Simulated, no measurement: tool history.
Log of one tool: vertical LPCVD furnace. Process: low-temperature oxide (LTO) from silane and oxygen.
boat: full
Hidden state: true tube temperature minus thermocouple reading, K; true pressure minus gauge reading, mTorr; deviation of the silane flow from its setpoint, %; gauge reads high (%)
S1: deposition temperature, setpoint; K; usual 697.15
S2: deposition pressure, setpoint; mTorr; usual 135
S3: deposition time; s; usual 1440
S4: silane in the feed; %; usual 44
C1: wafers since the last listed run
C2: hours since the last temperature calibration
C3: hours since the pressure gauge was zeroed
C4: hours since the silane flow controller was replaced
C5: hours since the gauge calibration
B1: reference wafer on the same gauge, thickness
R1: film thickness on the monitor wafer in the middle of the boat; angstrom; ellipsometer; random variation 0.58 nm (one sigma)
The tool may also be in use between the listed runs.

run 1 day=0 | S1=697.15 S2=135 S3=1440 S4=44 | C1=0 C2=618.8 C3=3352.1 C4=3259 C5=3979.1 | B1=189.72 | R1=1847.5
run 2 day=2.842 | S1=697.15 S2=135 S3=1440 S4=44 | C1=683 C2=687 C3=3420.3 C4=3327.2 C5=4047.3 | B1=189.84 | R1=1847.7
run 3 day=6.896 | S1=697.15 S2=135 S3=1440 S4=44 | C1=974 C2=784.3 C3=3517.6 C4=3424.5 C5=4144.6 | B1=190.03 | R1=1842.1
run 4 day=9.021 | S1=703.15 S2=135 S3=1440 S4=44 | C1=510 C2=835.3 C3=3568.6 C4=3475.5 C5=4195.6 | B1=190.19 | R1=1956.6
run 5 day=12.942 | S1=703.15 S2=135 S3=1440 S4=44 | C1=942 C2=929.4 C3=3662.7 C4=3569.6 C5=4289.7 | B1=190.09 | R1=1949.4
run 6 day=17.246 | S1=703.15 S2=135 S3=1440 S4=44 | C1=1034 C2=1032.7 C3=3766 C4=3672.9 C5=4393 | B1=190.31 | R1=1957.6
run 7 day=20.675 | S1=697.15 S2=135 S3=1440 S4=36 | C1=824 C2=1115 C3=3848.3 C4=3755.2 C5=4475.3 | B1=189.98 | R1=1466.2
run 8 day=24.796 | S1=706.15 S2=135 S3=1620 S4=50 | C1=990 C2=1213.9 C3=3947.2 C4=3854.1 C5=4574.2 | B1=189.91 | R1=2541.4
run 9 day=28.95 | S1=697.15 S2=135 S3=1440 S4=47 | C1=998 C2=1313.6 C3=4046.9 C4=3953.8 C5=4673.9 | B1=190.17 | R1=1968.3
-- day=33.246 gauge calibrated
run 10 day=33.312 | S1=697.15 S2=110 S3=1440 S4=44 | C1=1048 C2=1418.3 C3=4151.6 C4=4058.5 C5=1.6 | B1=189.58 | R1=1503.5
run 11 day=36.125 | S1=697.15 S2=135 S3=1440 S4=44 | C1=676 C2=1485.8 C3=4219.1 C4=4126 C5=69.1 | B1=189.9 | R1=1840.7
run 12 day=39.992 | S1=697.15 S2=135 S3=1440 S4=44 | C1=929 C2=1578.6 C3=4311.9 C4=4218.8 C5=161.9 | B1=189.85 | R1=1829.1
run 13 day=41.871 | S1=708.15 S2=135 S3=1440 S4=44 | C1=451 C2=1623.7 C3=4357 C4=4263.9 C5=207 | B1=190.01 | R1=2048.2
run 14 day=53.304 | S1=697.15 S2=135 S3=1440 S4=44 | C1=2748 C2=1898.1 C3=4631.4 C4=4538.3 C5=481.4 | B1=189.8 | R1=1840.7
run 15 day=57.629 | S1=704.15 S2=115 S3=1920 S4=44 | C1=1039 C2=2001.9 C3=4735.2 C4=4642.1 C5=585.2 | B1=190.07 | R1=2240
run 16 day=59.138 | S1=701.15 S2=105 S3=1440 S4=38 | C1=362 C2=2038.1 C3=4771.4 C4=4678.3 C5=621.4 | B1=190.07 | R1=1263.4
run 17 day=61.929 | S1=697.15 S2=135 S3=1440 S4=44 | C1=671 C2=2105.1 C3=4838.4 C4=4745.3 C5=688.4 | B1=189.69 | R1=1829.6
-- day=63.683 silane flow controller replaced
run 18 day=63.938 | S1=697.15 S2=155 S3=930 S4=39 | C1=242 C2=2153.3 C3=4886.6 C4=6.1 C5=736.6 | B1=189.74 | R1=1236.2
-- day=66.004 thermocouples replaced and temperature profile calibrated
run 19 day=66.025 | S1=702.15 S2=135 S3=1890 S4=44 | C1=261 C2=0.5 C3=4936.7 C4=56.2 C5=786.7 | B1=190.31 | R1=2597.6
-- day=68.683 pressure gauge zeroed
run 20 day=69.558 | S1=689.15 S2=145 S3=1260 S4=50 | C1=608 C2=85.3 C3=21 C4=141 C5=871.5 | B1=190.02 | R1=1831.3
run 21 day=72.192 | S1=697.15 S2=165 S3=1440 S4=44 | C1=632 C2=148.5 C3=84.2 C4=204.2 C5=934.7 | B1=189.92 | R1=2293.3
run 22 day=74.338 | S1=705.15 S2=135 S3=1440 S4=39 | C1=515 C2=200 C3=135.7 C4=255.7 C5=986.2 | B1=190.15 | R1=1798.3
run 23 day=78.446 | S1=697.15 S2=135 S3=1710 S4=50 | C1=987 C2=298.6 C3=234.3 C4=354.3 C5=1084.8 | B1=189.82 | R1=2491.5
run 24 day=81.567 | S1=697.15 S2=160 S3=1140 S4=50 | C1=750 C2=373.5 C3=309.2 C4=429.2 C5=1159.7 | B1=189.81 | R1=1977.6
run 25 day=83.267 | S1=706.15 S2=135 S3=1440 S4=44 | C1=408 C2=414.3 C3=350 C4=470 C5=1200.5 | B1=190.28 | R1=2064.2
run 26 day=90.288 | S1=685.15 S2=105 S3=1290 S4=41 | C1=1687 C2=582.8 C3=518.5 C4=638.5 C5=1369 | B1=190.21 | R1=1073.1
run 27 day=93.146 | S1=697.15 S2=135 S3=1440 S4=44 | C1=687 C2=651.4 C3=587.1 C4=707.1 C5=1437.6 | B1=190.27 | R1=1879.6
run 28 day=97.125 | S1=697.15 S2=115 S3=1440 S4=44 | C1=956 C2=746.9 C3=682.6 C4=802.6 C5=1533.1 | B1=189.71 | R1=1600.8
run 29 day=98.754 | S1=705.15 S2=150 S3=1020 S4=48 | C1=391 C2=786 C3=721.7 C4=841.7 C5=1572.2 | B1=189.92 | R1=1729.8
run 30 day=101.058 | S1=709.15 S2=155 S3=1260 S4=40 | C1=553 C2=841.3 C3=777 C4=897 C5=1627.5 | B1=190.06 | R1=1913.9
run 31 day=104.242 | S1=691.15 S2=135 S3=1440 S4=44 | C1=765 C2=917.7 C3=853.4 C4=973.4 C5=1703.9 | B1=189.82 | R1=1766

Forecast each of these 4 alternatives for the next run:
run A day=104.412 | S1=697.15 S2=100 S3=1440 S4=44 | C1=41 C2=921.8 C3=857.5 C4=977.5 C5=1708 | B1=? | R1=?
run B day=104.412 | S1=702.15 S2=135 S3=1920 S4=44 | C1=41 C2=921.8 C3=857.5 C4=977.5 C5=1708 | B1=? | R1=?
run C day=104.412 | S1=691.15 S2=135 S3=930 S4=41 | C1=41 C2=921.8 C3=857.5 C4=977.5 C5=1708 | B1=? | R1=?
run D day=104.412 | S1=690.15 S2=135 S3=1440 S4=44 | C1=41 C2=921.8 C3=857.5 C4=977.5 C5=1708 | B1=? | R1=?

run=A B1=190.1 R1=1395.1
run=B B1=190.1 R1=2635.3
run=C B1=190.1 R1=1063.8
run=D B1=190.1 R1=1757.5
Without the tool's hidden state the same runs would have given:
run=A R1=1402.5
run=B R1=2649.1
run=C R1=1070.6
run=D R1=1767.2
